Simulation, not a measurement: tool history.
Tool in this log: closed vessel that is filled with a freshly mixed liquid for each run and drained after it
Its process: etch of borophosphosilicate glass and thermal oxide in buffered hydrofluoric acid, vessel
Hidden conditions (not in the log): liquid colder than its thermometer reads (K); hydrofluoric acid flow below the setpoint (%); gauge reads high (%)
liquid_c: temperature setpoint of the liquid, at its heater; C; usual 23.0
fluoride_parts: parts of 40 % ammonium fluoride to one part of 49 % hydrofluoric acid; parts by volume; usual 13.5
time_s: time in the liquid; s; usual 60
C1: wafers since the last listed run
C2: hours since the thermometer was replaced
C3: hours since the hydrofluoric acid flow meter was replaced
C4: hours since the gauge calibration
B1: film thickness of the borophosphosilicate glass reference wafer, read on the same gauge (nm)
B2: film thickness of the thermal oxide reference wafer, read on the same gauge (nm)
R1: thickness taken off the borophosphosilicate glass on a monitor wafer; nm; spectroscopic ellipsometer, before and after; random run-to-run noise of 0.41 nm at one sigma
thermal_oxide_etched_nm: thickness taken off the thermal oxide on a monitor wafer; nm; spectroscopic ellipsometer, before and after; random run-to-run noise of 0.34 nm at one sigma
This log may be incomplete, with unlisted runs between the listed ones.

Run 1, day 0.000: usual settings; C1 0; C2 372.4; C3 1538.9; C4 385.3; B1 30.01; B2 99.99. Result: R1 90.93 nm, thermal_oxide_etched_nm 43.37 nm.
Run 2, day 1.279: usual settings; C1 3413; C2 403.1; C3 1569.6; C4 416.0; B1 30.01; B2 100.01. Result: R1 90.86 nm, thermal_oxide_etched_nm 43.63 nm.
Run 3, day 1.800: usual settings; C1 1389; C2 415.6; C3 1582.1; C4 428.5; B1 29.99; B2 99.97. Result: R1 89.85 nm, thermal_oxide_etched_nm 43.63 nm.
Run 4, day 2.650: usual settings; C1 2268; C2 436.0; C3 1602.5; C4 448.9; B1 29.98; B2 100.01. Result: R1 90.18 nm, thermal_oxide_etched_nm 43.18 nm.
Run 5, day 3.896: usual settings; C1 3324; C2 465.9; C3 1632.4; C4 478.8; B1 30.01; B2 99.98. Result: R1 90.08 nm, thermal_oxide_etched_nm 43.62 nm.
Run 6, day 4.988: usual settings; C1 2913; C2 492.1; C3 1658.6; C4 505.0; B1 30.01; B2 99.99. Result: R1 89.94 nm, thermal_oxide_etched_nm 43.19 nm.
Run 7, day 6.421: usual settings; C1 3824; C2 526.5; C3 1693.0; C4 539.4; B1 30.05; B2 100.01. Result: R1 89.76 nm, thermal_oxide_etched_nm 42.99 nm.
At day 7.371: thermometer replaced.
Run 8, day 7.812: usual settings; C1 3602; C2 10.6; C3 1726.4; C4 572.8; B1 30.03; B2 100.00. Result: R1 89.42 nm, thermal_oxide_etched_nm 42.81 nm.
Run 9, day 8.983: usual settings; C1 3124; C2 38.7; C3 1754.5; C4 600.9; B1 30.01; B2 100.00. Result: R1 89.20 nm, thermal_oxide_etched_nm 42.85 nm.
At day 9.392: hydrofluoric acid flow meter replaced.
Run 10, day 9.821: usual settings; C1 2123; C2 58.8; C3 10.3; C4 621.0; B1 29.97; B2 99.98. Result: R1 95.85 nm, thermal_oxide_etched_nm 45.53 nm.
Run 11, day 11.096: usual settings; C1 3402; C2 89.4; C3 40.9; C4 651.6; B1 30.01; B2 100.01. Result: R1 96.10 nm, thermal_oxide_etched_nm 45.24 nm.
At day 11.117: gauge calibrated.
Run 12, day 12.488: usual settings; C1 3713; C2 122.8; C3 74.3; C4 32.9; B1 30.01; B2 100.01. Result: R1 95.25 nm, thermal_oxide_etched_nm 45.38 nm.
Run 13, day 13.462: usual settings but liquid_c 19.5 C, time_s 30 s; C1 2601; C2 146.2; C3 97.7; C4 56.3; B1 30.00; B2 100.02. Result: R1 39.15 nm, thermal_oxide_etched_nm 19.04 nm.
Run 14, day 14.188: usual settings but liquid_c 19.0 C, fluoride_parts 8.0 parts by volume, time_s 45 s; C1 1934; C2 163.6; C3 115.1; C4 73.7; B1 30.05; B2 99.98. Result: R1 93.18 nm, thermal_oxide_etched_nm 44.68 nm.
Run 15, day 15.312: usual settings; C1 3002; C2 190.6; C3 142.1; C4 100.7; B1 30.03; B2 100.02. Result: R1 94.98 nm, thermal_oxide_etched_nm 45.84 nm.
Run 16, day 16.133: usual settings; C1 2190; C2 210.3; C3 161.8; C4 120.4; B1 29.95; B2 99.99. Result: R1 94.85 nm, thermal_oxide_etched_nm 45.43 nm.
Run 17, day 17.525: usual settings but time_s 70 s; C1 3713; C2 243.7; C3 195.2; C4 153.8; B1 30.02; B2 99.98. Result: R1 110.41 nm, thermal_oxide_etched_nm 53.64 nm.
Run 18, day 18.454: usual settings but liquid_c 28.0 C, time_s 80 s; C1 2479; C2 266.0; C3 217.5; C4 176.1; B1 30.00; B2 100.00. Result: R1 165.80 nm, thermal_oxide_etched_nm 80.10 nm.
Run 19, day 19.538: usual settings but time_s 45 s; C1 2890; C2 292.0; C3 243.5; C4 202.1; B1 30.00; B2 99.99. Result: R1 71.12 nm, thermal_oxide_etched_nm 34.33 nm.
Run 20, day 21.008: usual settings but liquid_c 27.0 C, fluoride_parts 10.5 parts by volume, time_s 95 s; C1 3924; C2 327.3; C3 278.8; C4 237.4; B1 30.00; B2 100.03. Result: R1 237.81 nm, thermal_oxide_etched_nm 113.66 nm.
Run 21, day 21.946: usual settings but time_s 40 s; C1 2501; C2 349.8; C3 301.3; C4 259.9; B1 30.01; B2 100.01. Result: R1 62.53 nm, thermal_oxide_etched_nm 30.01 nm.
Run 22, day 22.908: usual settings but liquid_c 20.5 C; C1 2568; C2 372.9; C3 324.4; C4 283.0; B1 30.01; B2 100.00. Result: R1 82.96 nm, thermal_oxide_etched_nm 39.55 nm.
Run 23, day 23.967: usual settings but fluoride_parts 16.5 parts by volume; C1 2824; C2 398.3; C3 349.8; C4 308.4; B1 30.00; B2 100.03. Result: R1 77.19 nm, thermal_oxide_etched_nm 37.38 nm.

Consider 4 possible next runs. They are alternatives, not a sequence: every one starts from the tool as it was left by run 23. What does each give?
Run A, day 23.996: usual settings but time_s 50 s; C1 77; C2 399.0; C3 350.5; C4 309.1; B1 ?; B2 ?. Result: R1 ?, thermal_oxide_etched_nm ?.
Run B, day 23.996: usual settings but fluoride_parts 9.5 parts by volume; C1 77; C2 399.0; C3 350.5; C4 309.1; B1 ?; B2 ?. Result: R1 ?, thermal_oxide_etched_nm ?.
Run C, day 23.996: usual settings but fluoride_parts 15.0 parts by volume; C1 77; C2 399.0; C3 350.5; C4 309.1; B1 ?; B2 ?. Result: R1 ?, thermal_oxide_etched_nm ?.
Run D, day 23.996: usual settings but liquid_c 21.0 C, fluoride_parts 17.5 parts by volume, time_s 50 s; C1 77; C2 399.0; C3 350.5; C4 309.1; B1 ?; B2 ?. Result: R1 ?, thermal_oxide_etched_nm ?.

run     B1     B2      R1  thermal_oxide_etched_nm
  A  29.98  99.97   78.97                    37.95
  B  29.98  99.97  132.39                    63.48
  C  29.98  99.97   85.40                    41.07
  D  29.98  99.97   54.76                    26.32
Had the tool no hidden state, the same runs would have come out as:
run      R1  thermal_oxide_etched_nm
  A   80.46                    38.67
  B  134.00                    64.25
  C   87.02                    41.84
  D   55.80                    26.82

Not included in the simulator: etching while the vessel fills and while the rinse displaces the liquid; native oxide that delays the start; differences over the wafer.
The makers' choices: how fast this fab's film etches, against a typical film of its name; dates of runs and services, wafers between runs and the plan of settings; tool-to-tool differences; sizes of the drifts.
